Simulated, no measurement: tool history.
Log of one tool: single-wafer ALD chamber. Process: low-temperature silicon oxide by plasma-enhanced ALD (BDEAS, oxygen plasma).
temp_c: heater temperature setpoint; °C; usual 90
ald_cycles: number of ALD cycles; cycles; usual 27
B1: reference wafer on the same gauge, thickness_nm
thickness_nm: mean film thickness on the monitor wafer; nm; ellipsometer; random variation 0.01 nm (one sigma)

run 1 hour=0.0 | temp_c=90 ald_cycles=24 | B1=4.271 | thickness_nm=3.637
run 2 hour=20.4 | temp_c=90 ald_cycles=24 | B1=4.272 | thickness_nm=3.642
run 3 hour=32.9 | temp_c=90 ald_cycles=27 | B1=4.269 | thickness_nm=4.114
run 4 hour=49.6 | temp_c=90 ald_cycles=27 | B1=4.268 | thickness_nm=4.102
run 5 hour=60.7 | temp_c=90 ald_cycles=27 | B1=4.272 | thickness_nm=4.122
run 6 hour=73.8 | temp_c=90 ald_cycles=27 | B1=4.269 | thickness_nm=4.084
run 7 hour=85.9 | temp_c=90 ald_cycles=27 | B1=4.272 | thickness_nm=4.114
-- hour=88.1 gauge calibrated
run 8 hour=112.4 | temp_c=90 ald_cycles=27 | B1=4.268 | thickness_nm=4.108
-- hour=131.5 thermocouple changed; heater temperature recalibrated
run 9 hour=132.0 | temp_c=98 ald_cycles=31 | B1=4.269 | thickness_nm=4.592
run 10 hour=139.5 | temp_c=80 ald_cycles=24 | B1=4.270 | thickness_nm=3.749
run 11 hour=146.1 | temp_c=90 ald_cycles=25 | B1=4.269 | thickness_nm=3.811
run 12 hour=158.2 | temp_c=104 ald_cycles=31 | B1=4.272 | thickness_nm=4.531
run 13 hour=175.3 | temp_c=90 ald_cycles=27 | B1=4.269 | thickness_nm=4.104
run 14 hour=182.6 | temp_c=96 ald_cycles=27 | B1=4.271 | thickness_nm=4.029
run 15 hour=190.7 | temp_c=90 ald_cycles=25 | B1=4.268 | thickness_nm=3.801
run 16 hour=202.8 | temp_c=75 ald_cycles=29 | B1=4.270 | thickness_nm=4.600
run 17 hour=213.4 | temp_c=90 ald_cycles=32 | B1=4.269 | thickness_nm=4.842

Forecast each of these 3 alternatives for the next run:
run A hour=213.8 | temp_c=81 ald_cycles=27 | B1=? | thickness_nm=?
run B hour=213.8 | temp_c=85 ald_cycles=24 | B1=? | thickness_nm=?
run C hour=213.8 | temp_c=95 ald_cycles=30 | B1=? | thickness_nm=?

run=A B1=4.268 thickness_nm=4.220
run=B B1=4.268 thickness_nm=3.706
run=C B1=4.268 thickness_nm=4.493
Without the tool's hidden state the same runs would have given:
run=A thickness_nm=4.220
run=B thickness_nm=3.706
run=C thickness_nm=4.493

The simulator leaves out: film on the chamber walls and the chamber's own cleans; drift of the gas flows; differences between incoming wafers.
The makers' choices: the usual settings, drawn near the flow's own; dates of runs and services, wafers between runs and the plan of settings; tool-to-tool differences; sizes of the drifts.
